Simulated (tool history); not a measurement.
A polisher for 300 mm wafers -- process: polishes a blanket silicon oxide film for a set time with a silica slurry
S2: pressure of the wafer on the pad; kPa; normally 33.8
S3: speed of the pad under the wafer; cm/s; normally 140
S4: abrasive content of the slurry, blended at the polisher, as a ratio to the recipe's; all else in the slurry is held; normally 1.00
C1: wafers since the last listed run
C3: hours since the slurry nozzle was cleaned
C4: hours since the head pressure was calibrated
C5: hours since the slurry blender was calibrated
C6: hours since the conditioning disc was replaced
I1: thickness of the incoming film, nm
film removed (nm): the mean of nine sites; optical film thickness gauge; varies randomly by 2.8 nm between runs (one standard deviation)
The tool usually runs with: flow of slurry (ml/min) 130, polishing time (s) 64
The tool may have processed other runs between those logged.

{"run": 1, "hour": 0.0, "flow of slurry (ml/min)": 130, "S2": 33.8, "S3": 140, "S4": 1.0, "polishing time (s)": 64, "C1": 0, "wafers polished on this pad": 179, "C3": 109.7, "C4": 677.5, "C5": 93.1, "C6": 135.8, "I1": 1210.9, "film removed (nm)": 310.3}
{"run": 2, "hour": 136.7, "flow of slurry (ml/min)": 130, "S2": 33.8, "S3": 140, "S4": 1.0, "polishing time (s)": 64, "C1": 802, "wafers polished on this pad": 981, "C3": 246.4, "C4": 814.2, "C5": 229.8, "C6": 272.5, "I1": 1223.2, "film removed (nm)": 302.7}
{"hour": 197.3, "done": "slurry blender recalibrated"}
{"hour": 209.3, "done": "conditioning disc replaced and pad reconditioned"}
{"run": 3, "hour": 243.2, "flow of slurry (ml/min)": 130, "S2": 33.8, "S3": 140, "S4": 1.0, "polishing time (s)": 64, "C1": 601, "wafers polished on this pad": 1582, "C3": 352.9, "C4": 920.7, "C5": 45.9, "C6": 33.9, "I1": 1209.3, "film removed (nm)": 296.1}
{"run": 4, "hour": 308.1, "flow of slurry (ml/min)": 130, "S2": 33.8, "S3": 140, "S4": 1.0, "polishing time (s)": 64, "C1": 380, "wafers polished on this pad": 1963, "C3": 417.8, "C4": 985.6, "C5": 110.8, "C6": 98.8, "I1": 1233.9, "film removed (nm)": 289.8}
{"hour": 318.9, "done": "worn pad replaced by a new one"}
{"run": 5, "hour": 377.3, "flow of slurry (ml/min)": 130, "S2": 33.8, "S3": 140, "S4": 1.0, "polishing time (s)": 64, "C1": 382, "wafers polished on this pad": 342, "C3": 487.0, "C4": 1054.8, "C5": 180.0, "C6": 168.0, "I1": 1237.5, "film removed (nm)": 285.8}
{"run": 6, "hour": 417.0, "flow of slurry (ml/min)": 130, "S2": 33.8, "S3": 140, "S4": 1.0, "polishing time (s)": 64, "C1": 232, "wafers polished on this pad": 575, "C3": 526.7, "C4": 1094.5, "C5": 219.7, "C6": 207.7, "I1": 1214.6, "film removed (nm)": 282.6}
{"hour": 472.1, "done": "head pressure recalibrated"}
{"run": 7, "hour": 507.9, "flow of slurry (ml/min)": 130, "S2": 33.8, "S3": 140, "S4": 1.0, "polishing time (s)": 64, "C1": 521, "wafers polished on this pad": 1097, "C3": 617.6, "C4": 35.8, "C5": 310.6, "C6": 298.6, "I1": 1224.4, "film removed (nm)": 293.4}
{"hour": 510.8, "done": "slurry blender recalibrated"}
{"hour": 521.2, "done": "conditioning disc replaced and pad reconditioned"}
{"hour": 538.0, "done": "slurry nozzle cleaned"}
{"hour": 611.3, "done": "worn pad replaced by a new one"}
{"run": 8, "hour": 614.5, "flow of slurry (ml/min)": 130, "S2": 33.8, "S3": 140, "S4": 1.0, "polishing time (s)": 64, "C1": 572, "wafers polished on this pad": 18, "C3": 76.5, "C4": 142.4, "C5": 103.7, "C6": 93.3, "I1": 1229.4, "film removed (nm)": 323.5}
{"run": 9, "hour": 695.7, "flow of slurry (ml/min)": 130, "S2": 33.8, "S3": 140, "S4": 1.0, "polishing time (s)": 64, "C1": 476, "wafers polished on this pad": 495, "C3": 157.7, "C4": 223.6, "C5": 184.9, "C6": 174.5, "I1": 1217.1, "film removed (nm)": 314.3}
{"run": 10, "hour": 770.5, "flow of slurry (ml/min)": 130, "S2": 33.8, "S3": 140, "S4": 1.0, "polishing time (s)": 52, "C1": 438, "wafers polished on this pad": 934, "C3": 232.5, "C4": 298.4, "C5": 259.7, "C6": 249.3, "I1": 1225.4, "film removed (nm)": 255.6}
{"hour": 772.7, "done": "slurry blender recalibrated"}
{"run": 11, "hour": 844.1, "flow of slurry (ml/min)": 165, "S2": 38.6, "S3": 124, "S4": 1.0, "polishing time (s)": 49, "C1": 420, "wafers polished on this pad": 1354, "C3": 306.1, "C4": 372.0, "C5": 71.4, "C6": 322.9, "I1": 1219.8, "film removed (nm)": 258.9}
{"hour": 861.4, "done": "conditioning disc replaced and pad reconditioned"}
{"run": 12, "hour": 885.1, "flow of slurry (ml/min)": 130, "S2": 33.8, "S3": 140, "S4": 1.0, "polishing time (s)": 64, "C1": 228, "wafers polished on this pad": 1582, "C3": 347.1, "C4": 413.0, "C5": 112.4, "C6": 23.7, "I1": 1202.7, "film removed (nm)": 307.2}
{"hour": 932.3, "done": "worn pad replaced by a new one"}
{"run": 13, "hour": 984.8, "flow of slurry (ml/min)": 130, "S2": 33.8, "S3": 140, "S4": 0.85, "polishing time (s)": 64, "C1": 561, "wafers polished on this pad": 307, "C3": 446.8, "C4": 512.7, "C5": 212.1, "C6": 123.4, "I1": 1203.4, "film removed (nm)": 281.5}
{"run": 14, "hour": 1054.3, "flow of slurry (ml/min)": 130, "S2": 33.8, "S3": 140, "S4": 1.0, "polishing time (s)": 64, "C1": 407, "wafers polished on this pad": 715, "C3": 516.3, "C4": 582.2, "C5": 281.6, "C6": 192.9, "I1": 1204.5, "film removed (nm)": 294.9}
{"run": 15, "hour": 1120.2, "flow of slurry (ml/min)": 130, "S2": 33.8, "S3": 158, "S4": 0.8, "polishing time (s)": 64, "C1": 386, "wafers polished on this pad": 1102, "C3": 582.2, "C4": 648.1, "C5": 347.5, "C6": 258.8, "I1": 1222.3, "film removed (nm)": 288.7}
{"hour": 1123.0, "done": "slurry blender recalibrated"}
{"hour": 1189.7, "done": "conditioning disc replaced and pad reconditioned"}
{"run": 16, "hour": 1219.4, "flow of slurry (ml/min)": 130, "S2": 33.8, "S3": 140, "S4": 1.0, "polishing time (s)": 52, "C1": 558, "wafers polished on this pad": 1660, "C3": 681.4, "C4": 747.3, "C5": 96.4, "C6": 29.7, "I1": 1221.2, "film removed (nm)": 235.7}
{"hour": 1249.8, "done": "worn pad replaced by a new one"}
{"run": 17, "hour": 1263.4, "flow of slurry (ml/min)": 130, "S2": 33.8, "S3": 140, "S4": 0.7, "polishing time (s)": 43, "C1": 234, "wafers polished on this pad": 79, "C3": 725.4, "C4": 791.3, "C5": 140.4, "C6": 73.7, "I1": 1213.3, "film removed (nm)": 158.1}
{"hour": 1268.6, "done": "slurry nozzle cleaned"}
{"run": 18, "hour": 1339.1, "flow of slurry (ml/min)": 130, "S2": 33.8, "S3": 140, "S4": 1.0, "polishing time (s)": 64, "C1": 438, "wafers polished on this pad": 517, "C3": 70.5, "C4": 867.0, "C5": 216.1, "C6": 149.4, "I1": 1225.3, "film removed (nm)": 307.0}
{"run": 19, "hour": 1430.2, "flow of slurry (ml/min)": 105, "S2": 33.8, "S3": 156, "S4": 1.25, "polishing time (s)": 81, "C1": 534, "wafers polished on this pad": 1052, "C3": 161.6, "C4": 958.1, "C5": 307.2, "C6": 240.5, "I1": 1233.9, "film removed (nm)": 435.6}
{"hour": 1471.8, "done": "slurry blender recalibrated"}
{"hour": 1513.3, "done": "conditioning disc replaced and pad reconditioned"}
{"run": 20, "hour": 1533.4, "flow of slurry (ml/min)": 175, "S2": 33.8, "S3": 120, "S4": 1.3, "polishing time (s)": 64, "C1": 582, "wafers polished on this pad": 1634, "C3": 264.8, "C4": 1061.3, "C5": 61.6, "C6": 20.1, "I1": 1238.4, "film removed (nm)": 307.8}

Alternative continuations, all from the tool just after run 20; predict every row:
{"run": "A", "hour": 1533.8, "flow of slurry (ml/min)": 130, "S2": 33.8, "S3": 140, "S4": 1.0, "polishing time (s)": 55, "C1": 2, "wafers polished on this pad": 1636, "C3": 265.2, "C4": 1061.7, "C5": 62.0, "C6": 20.5, "I1": 1226.5, "film removed (nm)": "?"}
{"run": "B", "hour": 1533.8, "flow of slurry (ml/min)": 115, "S2": 28.3, "S3": 124, "S4": 1.0, "polishing time (s)": 73, "C1": 2, "wafers polished on this pad": 1636, "C3": 265.2, "C4": 1061.7, "C5": 62.0, "C6": 20.5, "I1": 1226.5, "film removed (nm)": "?"}
{"run": "C", "hour": 1533.8, "flow of slurry (ml/min)": 85, "S2": 33.8, "S3": 182, "S4": 1.0, "polishing time (s)": 64, "C1": 2, "wafers polished on this pad": 1636, "C3": 265.2, "C4": 1061.7, "C5": 62.0, "C6": 20.5, "I1": 1226.5, "film removed (nm)": "?"}
{"run": "D", "hour": 1533.8, "flow of slurry (ml/min)": 155, "S2": 27.6, "S3": 140, "S4": 0.75, "polishing time (s)": 45, "C1": 2, "wafers polished on this pad": 1636, "C3": 265.2, "C4": 1061.7, "C5": 62.0, "C6": 20.5, "I1": 1226.5, "film removed (nm)": "?"}

run=A film_removed_(nm)=253.8
run=B film_removed_(nm)=248.0
run=C film_removed_(nm)=321.1
run=D film_removed_(nm)=152.5
Without the tool's unlogged condition, the same runs would have read:
run=A film_removed_(nm)=280.2
run=B film_removed_(nm)=274.8
run=C film_removed_(nm)=359.8
run=D film_removed_(nm)=167.6

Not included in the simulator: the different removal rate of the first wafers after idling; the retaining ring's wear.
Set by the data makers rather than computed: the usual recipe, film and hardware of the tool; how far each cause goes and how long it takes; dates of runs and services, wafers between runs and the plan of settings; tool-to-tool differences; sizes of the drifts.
